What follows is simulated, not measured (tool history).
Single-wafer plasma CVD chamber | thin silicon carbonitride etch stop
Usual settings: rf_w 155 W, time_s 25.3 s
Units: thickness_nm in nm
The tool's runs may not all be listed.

run	day	rf_w	time_s	wafers since the last listed run	hours since the last thermocouple change	hours since the last RF generator calibration	hours since the showerhead was replaced	hours since the gauge calibration	read-back reference wafer on the same gauge, thickness_nm	thickness_nm
1	0.000	155	25.3	0	780.0	458.9	4621.4	168.3	12.216	12.747
2	2.312	155	25.3	689	835.5	514.4	4676.9	223.8	12.212	12.801
3	4.246	155	25.3	576	881.9	560.8	4723.3	270.2	12.192	12.840
4	7.600	175	28.8	1000	962.4	641.3	4803.8	350.7	12.199	15.002
5	10.008	155	25.3	718	1020.2	699.1	4861.6	408.5	12.192	12.794
6	12.229	155	25.3	662	1073.5	752.4	4914.9	461.8	12.195	12.754
7	15.908	155	25.3	1097	1161.8	840.7	5003.2	550.1	12.198	12.712
# day 19.588: gauge calibrated
8	20.400	155	27.0	1339	1269.6	948.5	5111.0	19.5	12.207	13.588
9	23.579	165	21.5	948	1345.9	1024.8	5187.3	95.8	12.189	10.984
# day 24.246: showerhead replaced, of another model than before
10	25.367	155	25.3	433	1388.8	1067.7	26.9	138.7	12.210	12.679
11	28.871	135	26.9	1045	1472.9	1151.8	111.0	222.8	12.182	12.998
# day 33.029: thermocouple changed; heater temperature recalibrated
# day 33.612: RF generator calibrated
12	33.712	175	25.3	1245	16.4	2.4	227.2	339.0	12.203	13.197
13	37.554	175	29.7	1145	108.6	94.6	319.4	431.2	12.206	15.569
14	39.633	155	25.3	620	158.5	144.5	369.3	481.1	12.182	12.822
15	43.775	180	21.3	1235	257.9	243.9	468.7	580.5	12.215	11.193
16	45.438	125	25.3	495	297.8	283.8	508.6	620.4	12.207	12.222

Forecast each of these 4 alternatives for the next run:
A	45.454	185	25.3	4	298.2	284.2	509.0	620.8	?	?
B	45.454	145	28.0	4	298.2	284.2	509.0	620.8	?	?
C	45.454	145	29.4	4	298.2	284.2	509.0	620.8	?	?
D	45.454	165	23.6	4	298.2	284.2	509.0	620.8	?	?

run	read-back reference wafer on the same gauge, thickness_nm	thickness_nm
A	12.208	13.417
B	12.208	14.060
C	12.208	14.763
D	12.208	12.194
Without the tool's hidden state the same runs would have given:
run	thickness_nm
A	13.442
B	14.087
C	14.791
D	12.216

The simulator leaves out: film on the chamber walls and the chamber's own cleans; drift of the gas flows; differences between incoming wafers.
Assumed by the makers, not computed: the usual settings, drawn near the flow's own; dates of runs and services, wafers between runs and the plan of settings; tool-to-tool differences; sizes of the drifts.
